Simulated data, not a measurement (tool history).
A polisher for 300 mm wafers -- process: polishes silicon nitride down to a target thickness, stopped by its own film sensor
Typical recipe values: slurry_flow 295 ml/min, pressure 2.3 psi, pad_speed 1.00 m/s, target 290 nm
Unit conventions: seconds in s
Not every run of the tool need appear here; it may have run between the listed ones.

run   hour  slurry_flow  pressure  pad_speed  target  incoming thickness of the incoming film, nm  seconds
  1    0.0          295       2.3       1.20     290                                        358.5     46.5
  2    7.5          295       2.3       1.20     290                                        357.2     45.8
  3   13.8          295       2.3       1.20     290                                        362.6     49.1
  4   23.5          295       2.3       1.00     290                                        356.6     52.0
  5   43.9          295       2.3       1.00     290                                        354.9     50.9
  6   60.5          295       2.3       1.00     290                                        359.3     54.3
  7   70.4          295       2.3       1.00     285                                        353.0     53.7
  8   84.8          355       2.3       0.76     290                                        354.8     63.9
      98.8  -- worn pad replaced by a new one
  9  100.1          200       2.8       1.26     277                                        354.6     45.0
     104.4  -- head pressure recalibrated
 10  110.8          240       2.1       0.86     297                                        357.9     57.2
 11  128.1          295       2.3       1.00     290                                        365.7     59.8

Predict the results of run 12:
 12  145.4          380       2.3       1.00     290                                        359.8        ?

seconds: 54.3 s
If the tool had no hidden condition, the same run with the same run-to-run variation would have returned seconds 54.3 s.
